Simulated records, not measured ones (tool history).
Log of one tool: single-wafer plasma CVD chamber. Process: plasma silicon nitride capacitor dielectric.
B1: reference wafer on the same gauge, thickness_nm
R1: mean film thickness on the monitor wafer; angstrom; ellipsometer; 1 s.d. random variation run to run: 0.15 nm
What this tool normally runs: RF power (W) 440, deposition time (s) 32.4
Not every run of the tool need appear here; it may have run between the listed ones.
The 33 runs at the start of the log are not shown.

run 34 hour=909.9 | RF_power_(W)=490 deposition_time_(s)=37.7 | B1=42.238 | R1=533.97
-- hour=914.5 gauge calibrated
run 35 hour=929.6 | RF_power_(W)=505 deposition_time_(s)=35.9 | B1=42.200 | R1=509.86
run 36 hour=953.7 | RF_power_(W)=525 deposition_time_(s)=29.2 | B1=42.249 | R1=419.90
run 37 hour=968.9 | RF_power_(W)=470 deposition_time_(s)=36.6 | B1=42.248 | R1=505.59
run 38 hour=1003.0 | RF_power_(W)=390 deposition_time_(s)=32.4 | B1=42.185 | R1=422.51
run 39 hour=1022.6 | RF_power_(W)=365 deposition_time_(s)=35.5 | B1=42.214 | R1=450.70
run 40 hour=1058.0 | RF_power_(W)=440 deposition_time_(s)=32.4 | B1=42.216 | R1=438.47
run 41 hour=1071.6 | RF_power_(W)=440 deposition_time_(s)=32.4 | B1=42.256 | R1=436.32
run 42 hour=1086.9 | RF_power_(W)=485 deposition_time_(s)=38.8 | B1=42.238 | R1=540.70
run 43 hour=1114.3 | RF_power_(W)=400 deposition_time_(s)=37.3 | B1=42.217 | R1=490.60
run 44 hour=1209.9 | RF_power_(W)=440 deposition_time_(s)=32.4 | B1=42.213 | R1=435.82

Predict each of these 4 candidate next runs independently; none follows another, all start after run 44:
run A hour=1210.3 | RF_power_(W)=440 deposition_time_(s)=32.4 | B1=? | R1=?
run B hour=1210.3 | RF_power_(W)=440 deposition_time_(s)=36.5 | B1=? | R1=?
run C hour=1210.3 | RF_power_(W)=360 deposition_time_(s)=37.8 | B1=? | R1=?
run D hour=1210.3 | RF_power_(W)=475 deposition_time_(s)=32.4 | B1=? | R1=?

run=A B1=42.243 R1=436.47
run=B B1=42.243 R1=491.70
run=C B1=42.243 R1=475.75
run=D B1=42.243 R1=447.74
With no hidden state in the tool, these same runs would have given:
run=A R1=446.53
run=B R1=503.03
run=C R1=486.71
run=D R1=458.06

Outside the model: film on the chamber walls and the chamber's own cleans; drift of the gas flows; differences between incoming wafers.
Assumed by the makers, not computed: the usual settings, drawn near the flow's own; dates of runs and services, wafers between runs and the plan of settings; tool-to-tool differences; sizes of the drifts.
